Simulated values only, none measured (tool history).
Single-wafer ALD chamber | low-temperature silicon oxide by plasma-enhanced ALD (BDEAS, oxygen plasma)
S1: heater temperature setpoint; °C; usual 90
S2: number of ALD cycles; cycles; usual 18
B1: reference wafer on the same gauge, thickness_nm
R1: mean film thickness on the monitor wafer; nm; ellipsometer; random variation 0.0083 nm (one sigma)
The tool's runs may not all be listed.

Run 1, day 0.000: usual settings but S2 16 cycles; B1 2.939. Result: R1 2.361 nm.
Run 2, day 1.633: usual settings but S2 19 cycles; B1 2.939. Result: R1 2.806 nm.
Run 3, day 3.296: usual settings but S2 19 cycles; B1 2.938. Result: R1 2.794 nm.
Run 4, day 5.192: usual settings but S2 15 cycles; B1 2.934. Result: R1 2.200 nm.
Run 5, day 7.596: usual settings; B1 2.928. Result: R1 2.636 nm.
Run 6, day 10.212: usual settings; B1 2.923. Result: R1 2.643 nm.
Run 7, day 12.217: usual settings but S2 17 cycles; B1 2.919. Result: R1 2.474 nm.
Run 8, day 13.746: usual settings but S2 17 cycles; B1 2.916. Result: R1 2.495 nm.
Run 9, day 16.138: usual settings but S2 21 cycles; B1 2.912. Result: R1 3.064 nm.
Run 10, day 18.054: usual settings; B1 2.903. Result: R1 2.639 nm.
Run 11, day 19.104: usual settings; B1 2.902. Result: R1 2.616 nm.
Run 12, day 21.162: usual settings; B1 2.900. Result: R1 2.620 nm.
Run 13, day 22.458: usual settings; B1 2.896. Result: R1 2.614 nm.
Run 14, day 24.638: usual settings but S2 20 cycles; B1 2.972. Result: R1 2.991 nm.
Run 15, day 25.838: usual settings; B1 2.971. Result: R1 2.677 nm.
Run 16, day 28.658: usual settings; B1 2.973. Result: R1 2.674 nm.
Run 17, day 29.979: usual settings but S1 85 °C, S2 19 cycles; B1 2.969. Result: R1 2.879 nm.
Run 18, day 31.129: usual settings but S1 81 °C, S2 16 cycles; B1 2.970. Result: R1 2.451 nm.
Run 19, day 32.546: usual settings but S1 82 °C, S2 22 cycles; B1 2.967. Result: R1 3.349 nm.
Run 20, day 34.004: usual settings but S2 17 cycles; B1 2.965. Result: R1 2.527 nm.
Run 21, day 35.850: usual settings but S1 100 °C, S2 15 cycles; B1 2.964. Result: R1 2.166 nm.
Run 22, day 38.583: usual settings but S1 77 °C, S2 19 cycles; B1 2.965. Result: R1 2.927 nm.
Run 23, day 40.238: usual settings but S1 103 °C, S2 19 cycles; B1 2.961. Result: R1 2.722 nm.
Run 24, day 42.188: usual settings but S1 81 °C, S2 21 cycles; B1 2.958. Result: R1 3.195 nm.
Run 25, day 44.621: usual settings; B1 2.958. Result: R1 2.677 nm.
Run 26, day 47.500: usual settings but S1 101 °C, S2 17 cycles; B1 2.951. Result: R1 2.425 nm.
Run 27, day 49.667: usual settings but S1 86 °C, S2 20 cycles; B1 2.947. Result: R1 2.986 nm.
Run 28, day 51.933: usual settings but S1 98 °C, S2 17 cycles; B1 2.946. Result: R1 2.455 nm.
Run 29, day 57.529: usual settings; B1 2.933. Result: R1 2.660 nm.
Run 30, day 59.267: usual settings but S1 80 °C, S2 17 cycles; B1 2.925. Result: R1 2.577 nm.
Run 31, day 61.921: usual settings; B1 2.919. Result: R1 2.627 nm.
Run 32, day 63.021: usual settings but S1 83 °C, S2 20 cycles; B1 2.919. Result: R1 2.997 nm.

Taken out of this log: 2 entries between the listed runs. Where each belongs, and how the hidden state differs across it:
Between runs 13 and 14: gauge calibrated (day 23.792)
  gauge reads high (%): -2.23 -> 0.384
  measured less the result without the state, R1: -0.060 -> +0.011 nm
Between runs 19 and 20: thermocouple changed; heater temperature recalibrated (day 33.308)
  gauge reads high (%): 0.298 -> 0.266
  measured less the result without the state, R1: +0.010 -> +0.007 nm
